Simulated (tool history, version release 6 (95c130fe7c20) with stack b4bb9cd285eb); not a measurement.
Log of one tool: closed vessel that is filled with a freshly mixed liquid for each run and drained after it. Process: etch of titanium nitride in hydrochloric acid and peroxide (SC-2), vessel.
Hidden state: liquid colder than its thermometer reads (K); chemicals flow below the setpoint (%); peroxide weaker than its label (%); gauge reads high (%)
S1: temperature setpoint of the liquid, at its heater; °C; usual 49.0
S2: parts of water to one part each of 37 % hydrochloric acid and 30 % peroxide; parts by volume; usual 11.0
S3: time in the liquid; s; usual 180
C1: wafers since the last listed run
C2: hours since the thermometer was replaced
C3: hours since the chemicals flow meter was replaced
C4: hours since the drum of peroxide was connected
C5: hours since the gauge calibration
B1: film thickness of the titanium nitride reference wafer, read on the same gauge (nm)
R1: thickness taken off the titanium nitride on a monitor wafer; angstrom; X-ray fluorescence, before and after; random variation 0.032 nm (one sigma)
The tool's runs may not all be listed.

| run | hour | S1 | S2 | S3 | C1 | C2 | C3 | C4 | C5 | B1 | R1 |
|---|---|---|---|---|---|---|---|---|---|---|---|
| 1 | 0.0 | 49.0 | 11.0 | 180 | 0 | 2135.5 | 1554.0 | 1294.0 | 1135.1 | 49.945 | 33.91 |
| 2 | 21.0 | 49.0 | 11.0 | 180 | 1251 | 2156.5 | 1575.0 | 1315.0 | 1156.1 | 49.976 | 34.25 |
| 3 | 42.8 | 49.0 | 11.0 | 180 | 1299 | 2178.3 | 1596.8 | 1336.8 | 1177.9 | 49.985 | 34.16 |
| 4 | 74.3 | 49.0 | 11.0 | 180 | 1877 | 2209.8 | 1628.3 | 1368.3 | 1209.4 | 49.978 | 33.71 |
|  | 86.6 | thermometer replaced |
|  | 121.5 | gauge calibrated |
|  | 128.0 | new drum of peroxide connected |
| 5 | 169.6 | 49.0 | 11.0 | 180 | 5559 | 83.0 | 1723.6 | 41.6 | 48.1 | 50.001 | 41.97 |
|  | 192.2 | chemicals flow meter replaced |
| 6 | 194.1 | 49.0 | 11.0 | 180 | 1400 | 107.5 | 1.9 | 66.1 | 72.6 | 50.031 | 41.08 |
| 7 | 221.5 | 46.5 | 11.0 | 110 | 1632 | 134.9 | 29.3 | 93.5 | 100.0 | 49.998 | 20.83 |
| 8 | 243.6 | 46.5 | 11.0 | 110 | 1316 | 157.0 | 51.4 | 115.6 | 122.1 | 49.989 | 21.19 |
| 9 | 274.7 | 46.5 | 11.0 | 180 | 1853 | 188.1 | 82.5 | 146.7 | 153.2 | 50.008 | 35.16 |
| 10 | 310.1 | 49.0 | 11.0 | 180 | 2109 | 223.5 | 117.9 | 182.1 | 188.6 | 50.000 | 40.98 |
| 11 | 336.1 | 58.0 | 6.5 | 95 | 1549 | 249.5 | 143.9 | 208.1 | 214.6 | 50.042 | 59.08 |
| 12 | 359.3 | 49.0 | 11.0 | 180 | 1382 | 272.7 | 167.1 | 231.3 | 237.8 | 49.974 | 40.27 |
| 13 | 425.6 | 49.0 | 11.0 | 180 | 3950 | 339.0 | 233.4 | 297.6 | 304.1 | 49.997 | 40.13 |
| 14 | 500.2 | 49.0 | 16.5 | 180 | 4445 | 413.6 | 308.0 | 372.2 | 378.7 | 50.024 | 28.44 |
| 15 | 520.0 | 49.0 | 11.0 | 115 | 1179 | 433.4 | 327.8 | 392.0 | 398.5 | 50.011 | 25.75 |
| 16 | 532.4 | 58.0 | 6.5 | 180 | 738 | 445.8 | 340.2 | 404.4 | 410.9 | 49.973 | 110.45 |
| 17 | 549.1 | 49.0 | 11.0 | 180 | 995 | 462.5 | 356.9 | 421.1 | 427.6 | 50.001 | 39.95 |
| 18 | 563.2 | 53.5 | 6.5 | 105 | 840 | 476.6 | 371.0 | 435.2 | 441.7 | 49.989 | 48.72 |
| 19 | 591.2 | 45.5 | 13.0 | 85 | 1668 | 504.6 | 399.0 | 463.2 | 469.7 | 50.035 | 12.82 |
| 20 | 618.3 | 49.0 | 9.5 | 180 | 1614 | 531.7 | 426.1 | 490.3 | 496.8 | 50.020 | 44.61 |
| 21 | 645.2 | 41.5 | 9.5 | 180 | 1602 | 558.6 | 453.0 | 517.2 | 523.7 | 49.965 | 26.52 |
| 22 | 659.3 | 43.0 | 7.5 | 135 | 840 | 572.7 | 467.1 | 531.3 | 537.8 | 49.983 | 26.67 |
| 23 | 675.1 | 41.0 | 16.5 | 130 | 941 | 588.5 | 482.9 | 547.1 | 553.6 | 50.002 | 11.64 |
| 24 | 703.9 | 42.0 | 11.0 | 180 | 1716 | 617.3 | 511.7 | 575.9 | 582.4 | 49.971 | 24.12 |
| 25 | 733.2 | 42.0 | 7.0 | 250 | 1746 | 646.6 | 541.0 | 605.2 | 611.7 | 50.012 | 49.22 |
| 26 | 762.3 | 49.0 | 6.0 | 180 | 1734 | 675.7 | 570.1 | 634.3 | 640.8 | 50.037 | 63.35 |
| 27 | 774.9 | 56.5 | 8.0 | 140 | 750 | 688.3 | 582.7 | 646.9 | 653.4 | 50.003 | 64.08 |
| 28 | 792.2 | 49.0 | 13.5 | 180 | 1030 | 705.6 | 600.0 | 664.2 | 670.7 | 50.001 | 32.21 |

Forecast each of these 5 alternatives for the next run:
| A | 792.9 | 49.0 | 11.0 | 180 | 41 | 706.3 | 600.7 | 664.9 | 671.4 | ? | ? |
| B | 792.9 | 49.0 | 12.5 | 180 | 41 | 706.3 | 600.7 | 664.9 | 671.4 | ? | ? |
| C | 792.9 | 49.0 | 8.0 | 120 | 41 | 706.3 | 600.7 | 664.9 | 671.4 | ? | ? |
| D | 792.9 | 58.5 | 11.0 | 115 | 41 | 706.3 | 600.7 | 664.9 | 671.4 | ? | ? |
| E | 792.9 | 46.5 | 11.0 | 75 | 41 | 706.3 | 600.7 | 664.9 | 671.4 | ? | ? |

| run | B1 | R1 |
|---|---|---|
| A | 49.996 | 38.68 |
| B | 49.996 | 34.67 |
| C | 49.996 | 33.54 |
| D | 49.996 | 46.02 |
| E | 49.996 | 13.60 |
Without the tool's hidden state the same runs would have given:
| run | R1 |
|---|---|
| A | 41.71 |
| B | 37.39 |
| C | 36.15 |
| D | 49.49 |
| E | 14.67 |
